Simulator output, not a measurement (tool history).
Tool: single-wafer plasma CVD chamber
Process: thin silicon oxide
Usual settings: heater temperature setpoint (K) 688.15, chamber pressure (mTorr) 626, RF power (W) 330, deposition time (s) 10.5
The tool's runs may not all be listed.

| run | hour | heater temperature setpoint (K) | chamber pressure (mTorr) | RF power (W) | deposition time (s) | wafers since the last listed run | hours since the last thermocouple change | hours since the last RF generator calibration | hours since the last manometer calibration | hours since the showerhead was replaced | hours since the gauge calibration | read-back reference wafer on the same gauge, thickness_nm | mean film thickness on the monitor wafer (nm) |
|---|---|---|---|---|---|---|---|---|---|---|---|---|---|
| 1 | 0 | 688.15 | 626 | 330 | 10.5 | 0 | 2630.1 | 1111.4 | 2274.1 | 5121 | 573.8 | 18.224 | 14.591 |
| 2 | 24.6 | 688.15 | 626 | 330 | 10.5 | 704 | 2654.7 | 1136 | 2298.7 | 5145.6 | 598.4 | 18.207 | 14.531 |
| 3 | 60.2 | 688.15 | 626 | 330 | 10.5 | 1020 | 2690.3 | 1171.6 | 2334.3 | 5181.2 | 634 | 18.208 | 14.707 |
| 4 | 76.5 | 688.15 | 626 | 330 | 10.5 | 467 | 2706.6 | 1187.9 | 2350.6 | 5197.5 | 650.3 | 18.199 | 14.785 |
| 5 | 105.9 | 688.15 | 626 | 330 | 10.5 | 842 | 2736 | 1217.3 | 2380 | 5226.9 | 679.7 | 18.202 | 14.597 |
| 6 | 119.6 | 688.15 | 626 | 330 | 10.5 | 392 | 2749.7 | 1231 | 2393.7 | 5240.6 | 693.4 | 18.209 | 14.623 |
| 7 | 148.6 | 688.15 | 626 | 305 | 10.5 | 831 | 2778.7 | 1260 | 2422.7 | 5269.6 | 722.4 | 18.197 | 13.838 |
| 8 | 177.3 | 688.15 | 626 | 330 | 10.5 | 822 | 2807.4 | 1288.7 | 2451.4 | 5298.3 | 751.1 | 18.166 | 14.621 |
|  | 207.7 | gauge calibrated |
| 9 | 248 | 688.15 | 626 | 330 | 10.5 | 2026 | 2878.1 | 1359.4 | 2522.1 | 5369 | 40.3 | 18.214 | 14.471 |
| 10 | 283.8 | 688.15 | 626 | 330 | 10.5 | 1025 | 2913.9 | 1395.2 | 2557.9 | 5404.8 | 76.1 | 18.188 | 14.699 |
|  | 301.8 | showerhead replaced |
| 11 | 316.8 | 688.15 | 626 | 330 | 10.5 | 716 | 2946.9 | 1428.2 | 2590.9 | 15 | 109.1 | 18.206 | 14.581 |
|  | 337.2 | capacitance manometer re-zeroed and calibrated |
| 12 | 339.5 | 688.15 | 626 | 330 | 10.5 | 421 | 2969.6 | 1450.9 | 2.3 | 37.7 | 131.8 | 18.203 | 14.524 |
|  | 364.4 | RF generator calibrated |
| 13 | 367.5 | 701.15 | 626 | 350 | 10.5 | 573 | 2997.6 | 3.1 | 30.3 | 65.7 | 159.8 | 18.209 | 15.681 |
| 14 | 464.5 | 688.15 | 626 | 330 | 10.5 | 2779 | 3094.6 | 100.1 | 127.3 | 162.7 | 256.8 | 18.18 | 15.182 |
| 15 | 483.6 | 678.15 | 626 | 330 | 10.5 | 547 | 3113.7 | 119.2 | 146.4 | 181.8 | 275.9 | 18.222 | 15.294 |
| 16 | 513.9 | 688.15 | 626 | 305 | 10.5 | 868 | 3144 | 149.5 | 176.7 | 212.1 | 306.2 | 18.203 | 14.38 |
|  | 541.6 | thermocouple changed; heater temperature recalibrated |
| 17 | 543.9 | 681.15 | 719 | 330 | 10.5 | 630 | 2.3 | 179.5 | 206.7 | 242.1 | 336.2 | 18.197 | 16.761 |
| 18 | 559.2 | 699.15 | 626 | 330 | 11.2 | 438 | 17.6 | 194.8 | 222 | 257.4 | 351.5 | 18.225 | 15.889 |
| 19 | 580.2 | 674.15 | 681 | 385 | 9.2 | 601 | 38.6 | 215.8 | 243 | 278.4 | 372.5 | 18.212 | 15.261 |
| 20 | 604.9 | 688.15 | 626 | 330 | 8.7 | 707 | 63.3 | 240.5 | 267.7 | 303.1 | 397.2 | 18.2 | 12.579 |
| 21 | 627.3 | 679.15 | 626 | 385 | 10.5 | 641 | 85.7 | 262.9 | 290.1 | 325.5 | 419.6 | 18.21 | 16.407 |
| 22 | 639.8 | 688.15 | 626 | 330 | 10.5 | 358 | 98.2 | 275.4 | 302.6 | 338 | 432.1 | 18.172 | 14.912 |
| 23 | 675.5 | 688.15 | 626 | 330 | 10.5 | 1023 | 133.9 | 311.1 | 338.3 | 373.7 | 467.8 | 18.204 | 14.984 |
| 24 | 702.8 | 688.15 | 626 | 370 | 10.5 | 782 | 161.2 | 338.4 | 365.6 | 401 | 495.1 | 18.167 | 15.84 |
| 25 | 720.9 | 688.15 | 539 | 330 | 10.5 | 518 | 179.3 | 356.5 | 383.7 | 419.1 | 513.2 | 18.188 | 13.584 |
| 26 | 734.5 | 688.15 | 626 | 330 | 10.5 | 389 | 192.9 | 370.1 | 397.3 | 432.7 | 526.8 | 18.214 | 14.962 |
| 27 | 766.5 | 679.15 | 626 | 385 | 10.5 | 917 | 224.9 | 402.1 | 429.3 | 464.7 | 558.8 | 18.207 | 16.149 |
| 28 | 781.6 | 688.15 | 626 | 355 | 9.8 | 432 | 240 | 417.2 | 444.4 | 479.8 | 573.9 | 18.222 | 14.548 |

Predict each of these 5 candidate next runs independently; none follows another, all start after run 28:
| A | 782 | 688.15 | 626 | 330 | 9.2 | 11 | 240.4 | 417.6 | 444.8 | 480.2 | 574.3 | ? | ? |
| B | 782 | 688.15 | 741 | 330 | 12.2 | 11 | 240.4 | 417.6 | 444.8 | 480.2 | 574.3 | ? | ? |
| C | 782 | 678.15 | 626 | 330 | 8.7 | 11 | 240.4 | 417.6 | 444.8 | 480.2 | 574.3 | ? | ? |
| D | 782 | 696.15 | 729 | 370 | 10.5 | 11 | 240.4 | 417.6 | 444.8 | 480.2 | 574.3 | ? | ? |
| E | 782 | 678.15 | 534 | 300 | 8.5 | 11 | 240.4 | 417.6 | 444.8 | 480.2 | 574.3 | ? | ? |

| run | read-back reference wafer on the same gauge, thickness_nm | mean film thickness on the monitor wafer (nm) |
|---|---|---|
| A | 18.187 | 13.074 |
| B | 18.187 | 19.48 |
| C | 18.187 | 12.442 |
| D | 18.187 | 17.551 |
| E | 18.187 | 10.329 |
Had the tool no hidden state, the same runs would have come out as:
| run | mean film thickness on the monitor wafer (nm) |
|---|---|
| A | 13.439 |
| B | 20.024 |
| C | 12.79 |
| D | 17.995 |
| E | 10.642 |

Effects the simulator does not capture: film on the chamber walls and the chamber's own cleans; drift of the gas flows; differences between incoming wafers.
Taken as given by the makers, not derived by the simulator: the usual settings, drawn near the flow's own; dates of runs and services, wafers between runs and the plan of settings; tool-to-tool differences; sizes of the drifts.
